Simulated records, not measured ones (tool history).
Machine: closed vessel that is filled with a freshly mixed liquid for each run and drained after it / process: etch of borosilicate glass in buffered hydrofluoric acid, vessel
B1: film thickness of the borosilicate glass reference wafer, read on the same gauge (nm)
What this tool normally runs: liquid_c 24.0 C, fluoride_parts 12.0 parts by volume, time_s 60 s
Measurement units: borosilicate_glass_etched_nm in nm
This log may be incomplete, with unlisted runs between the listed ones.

Run 1, hour 0.0: usual settings but liquid_c 26.5 C; B1 49.62. Result: borosilicate_glass_etched_nm 74.90 nm.
Run 2, hour 19.1: usual settings but fluoride_parts 13.0 parts by volume, time_s 50 s; B1 49.59. Result: borosilicate_glass_etched_nm 50.59 nm.
Run 3, hour 40.8: usual settings but time_s 50 s; B1 49.54. Result: borosilicate_glass_etched_nm 54.36 nm.
Run 4, hour 62.2: usual settings but time_s 50 s; B1 49.46. Result: borosilicate_glass_etched_nm 54.46 nm.
Run 5, hour 91.6: usual settings but time_s 65 s; B1 49.36. Result: borosilicate_glass_etched_nm 70.31 nm.
Run 6, hour 108.0: usual settings; B1 49.28. Result: borosilicate_glass_etched_nm 65.14 nm.
At hour 147.8: gauge calibrated.
Run 7, hour 178.3: usual settings; B1 50.11. Result: borosilicate_glass_etched_nm 65.67 nm.
Run 8, hour 196.7: usual settings but time_s 45 s; B1 50.09. Result: borosilicate_glass_etched_nm 49.98 nm.
Run 9, hour 215.0: usual settings but liquid_c 25.0 C, fluoride_parts 15.0 parts by volume; B1 50.10. Result: borosilicate_glass_etched_nm 55.75 nm.
Run 10, hour 249.5: usual settings but liquid_c 25.0 C, fluoride_parts 15.0 parts by volume; B1 50.09. Result: borosilicate_glass_etched_nm 56.04 nm.
Run 11, hour 266.2: usual settings but liquid_c 25.0 C, fluoride_parts 15.0 parts by volume; B1 50.05. Result: borosilicate_glass_etched_nm 56.30 nm.
Run 12, hour 356.3: usual settings; B1 49.91. Result: borosilicate_glass_etched_nm 66.44 nm.
Run 13, hour 390.4: usual settings; B1 49.84. Result: borosilicate_glass_etched_nm 65.73 nm.
Run 14, hour 412.2: usual settings; B1 49.76. Result: borosilicate_glass_etched_nm 65.36 nm.
Run 15, hour 444.6: usual settings but time_s 85 s; B1 49.66. Result: borosilicate_glass_etched_nm 93.34 nm.
Run 16, hour 467.6: usual settings; B1 49.61. Result: borosilicate_glass_etched_nm 65.47 nm.
Run 17, hour 491.4: usual settings but liquid_c 22.0 C; B1 49.54. Result: borosilicate_glass_etched_nm 58.76 nm.
At hour 508.4: gauge calibrated.
Run 18, hour 509.3: usual settings but fluoride_parts 13.5 parts by volume, time_s 30 s; B1 50.00. Result: borosilicate_glass_etched_nm 29.21 nm.
Run 19, hour 533.1: usual settings; B1 50.00. Result: borosilicate_glass_etched_nm 66.16 nm.
At hour 534.2: hydrofluoric acid flow meter replaced.
Run 20, hour 565.9: usual settings but liquid_c 21.5 C, fluoride_parts 14.5 parts by volume, time_s 80 s; B1 49.96. Result: borosilicate_glass_etched_nm 63.33 nm.
Run 21, hour 589.4: usual settings; B1 49.95. Result: borosilicate_glass_etched_nm 65.88 nm.
At hour 602.3: thermometer replaced.
Run 22, hour 624.2: usual settings but time_s 40 s; B1 49.91. Result: borosilicate_glass_etched_nm 43.55 nm.
Run 23, hour 647.0: usual settings but time_s 95 s; B1 49.87. Result: borosilicate_glass_etched_nm 103.80 nm.
Run 24, hour 669.7: usual settings but fluoride_parts 9.0 parts by volume; B1 49.83. Result: borosilicate_glass_etched_nm 84.98 nm.
Run 25, hour 687.1: usual settings but time_s 90 s; B1 49.83. Result: borosilicate_glass_etched_nm 98.59 nm.
Run 26, hour 704.6: usual settings but fluoride_parts 16.5 parts by volume; B1 49.78. Result: borosilicate_glass_etched_nm 47.92 nm.
Run 27, hour 731.5: usual settings; B1 49.71. Result: borosilicate_glass_etched_nm 66.02 nm.
Run 28, hour 767.5: usual settings; B1 49.64. Result: borosilicate_glass_etched_nm 65.70 nm.

Alternative continuations, all from the tool just after run 28; predict every row:
Run A, hour 768.2: usual settings; B1 ?. Result: borosilicate_glass_etched_nm ?.
Run B, hour 768.2: usual settings but liquid_c 22.5 C, fluoride_parts 16.0 parts by volume, time_s 90 s; B1 ?. Result: borosilicate_glass_etched_nm ?.
Run C, hour 768.2: usual settings but liquid_c 20.0 C, fluoride_parts 9.0 parts by volume; B1 ?. Result: borosilicate_glass_etched_nm ?.
Run D, hour 768.2: usual settings but liquid_c 22.5 C, fluoride_parts 9.0 parts by volume, time_s 50 s; B1 ?. Result: borosilicate_glass_etched_nm ?.

run     B1  borosilicate_glass_etched_nm
  A  49.62                         65.77
  B  49.62                         68.46
  C  49.62                         67.88
  D  49.62                         64.79
With no hidden state in the tool, these same runs would have given:
run  borosilicate_glass_etched_nm
  A                         66.26
  B                         68.96
  C                         68.39
  D                         65.27
